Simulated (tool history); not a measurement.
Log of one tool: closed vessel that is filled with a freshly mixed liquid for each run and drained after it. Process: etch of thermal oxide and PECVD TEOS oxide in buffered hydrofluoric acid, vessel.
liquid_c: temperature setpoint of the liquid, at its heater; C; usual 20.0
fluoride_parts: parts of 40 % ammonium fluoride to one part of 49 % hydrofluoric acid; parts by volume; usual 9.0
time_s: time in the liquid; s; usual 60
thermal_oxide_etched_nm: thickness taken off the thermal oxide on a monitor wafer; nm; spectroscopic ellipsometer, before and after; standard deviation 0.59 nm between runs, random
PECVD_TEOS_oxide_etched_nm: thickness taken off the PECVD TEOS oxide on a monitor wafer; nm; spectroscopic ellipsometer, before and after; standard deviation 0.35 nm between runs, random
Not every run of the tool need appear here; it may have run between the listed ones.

run,hour,liquid_c,fluoride_parts,time_s,"read-back film thickness of the thermal oxide reference wafer, read on the same gauge (nm)","read-back film thickness of the PECVD TEOS oxide reference wafer, read on the same gauge (nm)",thermal_oxide_etched_nm,PECVD_TEOS_oxide_etched_nm
1,0.0,18.0,9.0,60,83.44,145.95,57.53,87.22
2,103.1,18.0,9.0,60,83.53,146.20,55.77,87.20
3,206.9,18.0,9.0,60,83.59,146.39,57.29,86.80
4,264.7,20.0,9.0,60,83.69,146.50,63.11,97.79
5,319.2,20.0,9.0,60,83.75,146.59,62.94,97.78
6,361.1,20.0,9.0,60,83.82,146.65,64.18,97.64
7,443.6,22.5,12.0,30,83.91,146.82,28.83,43.94
# hour 470.7: thermometer replaced
8,538.6,20.0,9.0,60,84.02,147.01,63.09,98.27
9,625.3,21.5,9.0,50,84.11,147.17,57.89,88.61
# hour 702.1: gauge calibrated
10,704.6,22.0,12.0,45,80.30,140.48,40.22,61.51
# hour 764.8: hydrofluoric acid flow meter replaced
11,788.5,20.0,12.0,50,80.40,140.66,39.16,61.04
12,825.0,17.0,9.0,60,80.44,140.72,51.88,79.45
13,904.2,20.0,9.0,60,80.50,140.87,61.43,93.96
14,947.8,17.0,11.0,60,80.54,140.94,45.07,67.40
15,1093.5,24.5,7.0,75,80.72,141.23,128.26,198.02
16,1193.6,23.0,9.0,60,80.81,141.41,72.98,111.27
# hour 1246.8: thermometer replaced
17,1282.7,25.0,7.0,60,80.90,141.59,106.28,162.36
18,1364.1,23.0,7.5,60,81.00,141.71,88.86,135.44
19,1436.2,20.0,9.0,60,81.07,141.84,61.70,94.62
20,1474.6,21.5,9.0,45,81.10,141.92,50.26,77.22
21,1569.6,20.0,9.0,60,81.23,142.15,61.82,94.64
22,1624.1,20.0,10.5,60,81.28,142.23,55.05,83.96
23,1684.5,17.0,6.0,30,81.36,142.39,39.27,60.03
24,1850.3,17.0,9.0,90,81.51,142.69,78.63,119.94
25,1956.9,20.0,6.5,60,81.66,142.86,86.81,133.80
26,2023.4,20.0,9.0,60,81.74,143.02,62.59,94.65

Hidden state, per run?
liquid colder than its thermometer reads (K): 0 at every run
hydrofluoric acid flow below the setpoint (%): 0 at every run
H1: gauge reads high (%)
run,H1
1,4.27
2,4.41
3,4.55
4,4.63
5,4.7
6,4.76
7,4.87
8,5
9,5.12
10,0.357
11,0.471
12,0.521
13,0.628
14,0.688
15,0.886
16,1.02
17,1.14
18,1.25
19,1.35
20,1.4
21,1.53
22,1.61
23,1.69
24,1.91
25,2.06
26,2.15
